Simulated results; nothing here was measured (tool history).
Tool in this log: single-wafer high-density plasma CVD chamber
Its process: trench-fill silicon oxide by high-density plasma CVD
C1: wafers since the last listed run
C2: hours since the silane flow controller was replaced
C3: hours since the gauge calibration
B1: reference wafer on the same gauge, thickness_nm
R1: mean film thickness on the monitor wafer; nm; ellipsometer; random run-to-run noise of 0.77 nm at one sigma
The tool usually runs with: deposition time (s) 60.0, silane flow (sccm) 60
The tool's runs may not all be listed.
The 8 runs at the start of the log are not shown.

Run 9, hour 122.8: usual settings; C1 209; C2 1766.6; C3 249.7; B1 433.150. Result: R1 394.503 nm.
Run 10, hour 132.2: usual settings; C1 224; C2 1776.0; C3 259.1; B1 433.306. Result: R1 393.993 nm.
Run 11, hour 148.1: usual settings; C1 379; C2 1791.9; C3 275.0; B1 432.889. Result: R1 394.005 nm.
Run 12, hour 157.8: usual settings; C1 231; C2 1801.6; C3 284.7; B1 432.888. Result: R1 394.931 nm.
Run 13, hour 172.7: usual settings; C1 355; C2 1816.5; C3 299.6; B1 433.122. Result: R1 395.741 nm.
Run 14, hour 186.4: usual settings; C1 326; C2 1830.2; C3 313.3; B1 432.734. Result: R1 394.919 nm.
At hour 197.1: silane flow controller replaced.
Run 15, hour 204.0: usual settings but deposition time (s) 67.6; C1 228; C2 6.9; C3 330.9; B1 433.046. Result: R1 429.451 nm.
Run 16, hour 221.7: usual settings; C1 422; C2 24.6; C3 348.6; B1 432.837. Result: R1 381.404 nm.
At hour 225.1: gauge calibrated.
Run 17, hour 238.1: usual settings but deposition time (s) 56.4, silane flow (sccm) 69; C1 391; C2 41.0; C3 13.0; B1 432.733. Result: R1 397.965 nm.
Run 18, hour 247.7: usual settings; C1 228; C2 50.6; C3 22.6; B1 432.854. Result: R1 381.551 nm.
Run 19, hour 256.9: usual settings but deposition time (s) 50.7, silane flow (sccm) 72; C1 219; C2 59.8; C3 31.8; B1 433.368. Result: R1 371.327 nm.
Run 20, hour 263.7: usual settings but deposition time (s) 54.4, silane flow (sccm) 71; C1 162; C2 66.6; C3 38.6; B1 432.842. Result: R1 395.023 nm.
Run 21, hour 275.0: usual settings but deposition time (s) 71.5, silane flow (sccm) 56; C1 269; C2 77.9; C3 49.9; B1 433.072. Result: R1 433.409 nm.
Run 22, hour 288.3: usual settings but deposition time (s) 55.2, silane flow (sccm) 54; C1 317; C2 91.2; C3 63.2; B1 432.961. Result: R1 326.894 nm.
Run 23, hour 298.3: usual settings but silane flow (sccm) 71; C1 238; C2 101.2; C3 73.2; B1 433.166. Result: R1 434.858 nm.
Run 24, hour 308.4: usual settings but deposition time (s) 71.3, silane flow (sccm) 52; C1 240; C2 111.3; C3 83.3; B1 432.802. Result: R1 410.470 nm.
Run 25, hour 319.7: usual settings but silane flow (sccm) 67; C1 269; C2 122.6; C3 94.6; B1 432.944. Result: R1 416.745 nm.
Run 26, hour 334.2: usual settings but deposition time (s) 71.1, silane flow (sccm) 64; C1 345; C2 137.1; C3 109.1; B1 433.073. Result: R1 477.366 nm.
Run 27, hour 375.3: usual settings but deposition time (s) 49.6, silane flow (sccm) 64; C1 980; C2 178.2; C3 150.2; B1 432.821. Result: R1 333.987 nm.
Run 28, hour 383.6: usual settings but deposition time (s) 56.9, silane flow (sccm) 49; C1 197; C2 186.5; C3 158.5; B1 433.228. Result: R1 314.676 nm.
Run 29, hour 390.2: usual settings; C1 157; C2 193.1; C3 165.1; B1 432.780. Result: R1 386.863 nm.
Run 30, hour 398.0: usual settings but deposition time (s) 70.0, silane flow (sccm) 51; C1 186; C2 200.9; C3 172.9; B1 433.293. Result: R1 399.700 nm.
Run 31, hour 413.2: usual settings; C1 362; C2 216.1; C3 188.1; B1 433.375. Result: R1 385.002 nm.
Run 32, hour 421.6: usual settings but deposition time (s) 54.6, silane flow (sccm) 68; C1 200; C2 224.5; C3 196.5; B1 432.652. Result: R1 386.767 nm.

Branching from run 32: 3 alternative next runs. What would each branch give?
Run A, hour 422.0: usual settings; C1 9; C2 224.9; C3 196.9; B1 ?. Result: R1 ?.
Run B, hour 422.0: usual settings but deposition time (s) 70.3, silane flow (sccm) 52; C1 9; C2 224.9; C3 196.9; B1 ?. Result: R1 ?.
Run C, hour 422.0: usual settings but deposition time (s) 52.9, silane flow (sccm) 63; C1 9; C2 224.9; C3 196.9; B1 ?. Result: R1 ?.

run       B1       R1
  A  433.030  385.660
  B  433.030  406.867
  C  433.030  352.721
Stripped of hidden state, with their random variation kept, the same runs would have yielded:
run       R1
  A  376.848
  B  397.570
  C  344.662
